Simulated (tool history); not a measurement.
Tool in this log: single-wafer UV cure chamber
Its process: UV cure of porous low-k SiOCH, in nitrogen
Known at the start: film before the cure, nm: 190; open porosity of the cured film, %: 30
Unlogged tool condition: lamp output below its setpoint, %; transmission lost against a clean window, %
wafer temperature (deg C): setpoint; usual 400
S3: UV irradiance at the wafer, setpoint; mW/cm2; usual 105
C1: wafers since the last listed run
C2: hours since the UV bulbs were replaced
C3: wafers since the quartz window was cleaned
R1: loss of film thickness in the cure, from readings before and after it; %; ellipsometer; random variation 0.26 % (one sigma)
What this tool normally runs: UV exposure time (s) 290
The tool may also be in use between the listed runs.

Run 1, hour 0.0: usual settings; C1 0; C2 1042.2; C3 341. Result: R1 16.876 %.
Run 2, hour 27.2: usual settings; C1 179; C2 1069.4; C3 521. Result: R1 16.385 %.
Run 3, hour 62.4: usual settings; C1 232; C2 1104.6; C3 754. Result: R1 16.807 %.
At hour 100.2: quartz window cleaned.
Run 4, hour 100.7: usual settings; C1 200; C2 1142.9; C3 3. Result: R1 16.487 %.
Run 5, hour 125.2: usual settings but UV exposure time (s) 425; C1 161; C2 1167.4; C3 165. Result: R1 19.427 %.
Run 6, hour 147.0: usual settings but UV exposure time (s) 425; C1 144; C2 1189.2; C3 309. Result: R1 19.593 %.
Run 7, hour 174.0: usual settings but S3 89 mW/cm2; C1 178; C2 1216.2; C3 487. Result: R1 15.923 %.
Run 8, hour 203.0: usual settings but S3 89 mW/cm2; C1 191; C2 1245.2; C3 679. Result: R1 15.333 %.
At hour 236.2: UV bulbs replaced.
Run 9, hour 237.2: usual settings but wafer temperature (deg C) 415; C1 173; C2 1.0; C3 852. Result: R1 16.113 %.
Run 10, hour 254.8: usual settings but wafer temperature (deg C) 415; C1 116; C2 18.6; C3 968. Result: R1 15.775 %.
At hour 266.5: quartz window cleaned.
Run 11, hour 268.1: usual settings but UV exposure time (s) 240, S3 139 mW/cm2; C1 35; C2 31.9; C3 10. Result: R1 17.643 %.
Run 12, hour 281.2: usual settings but wafer temperature (deg C) 393, UV exposure time (s) 370, S3 79 mW/cm2; C1 86; C2 45.0; C3 97. Result: R1 16.894 %.
Run 13, hour 296.3: usual settings but UV exposure time (s) 170, S3 122 mW/cm2; C1 99; C2 60.1; C3 197. Result: R1 14.365 %.
Run 14, hour 324.2: usual settings but UV exposure time (s) 425; C1 184; C2 88.0; C3 381. Result: R1 19.091 %.
Run 15, hour 427.3: usual settings; C1 681; C2 191.1; C3 1062. Result: R1 15.285 %.
At hour 442.6: quartz window cleaned.
Run 16, hour 453.3: usual settings but wafer temperature (deg C) 406, S3 126 mW/cm2; C1 118; C2 217.1; C3 70. Result: R1 18.159 %.
Run 17, hour 474.7: usual settings but wafer temperature (deg C) 415, UV exposure time (s) 140, S3 121 mW/cm2; C1 141; C2 238.5; C3 212. Result: R1 13.959 %.
Run 18, hour 509.3: usual settings but wafer temperature (deg C) 381, S3 119 mW/cm2; C1 228; C2 273.1; C3 440. Result: R1 17.318 %.

For run 19, what comes out?
Run 19, hour 544.0: usual settings; C1 229; C2 307.8; C3 670. Result: R1 ?.

{"run 19": {"R1": 16.639}}
If the tool had no hidden condition, the same run with the same run-to-run variation would have returned R1 17.209 %.
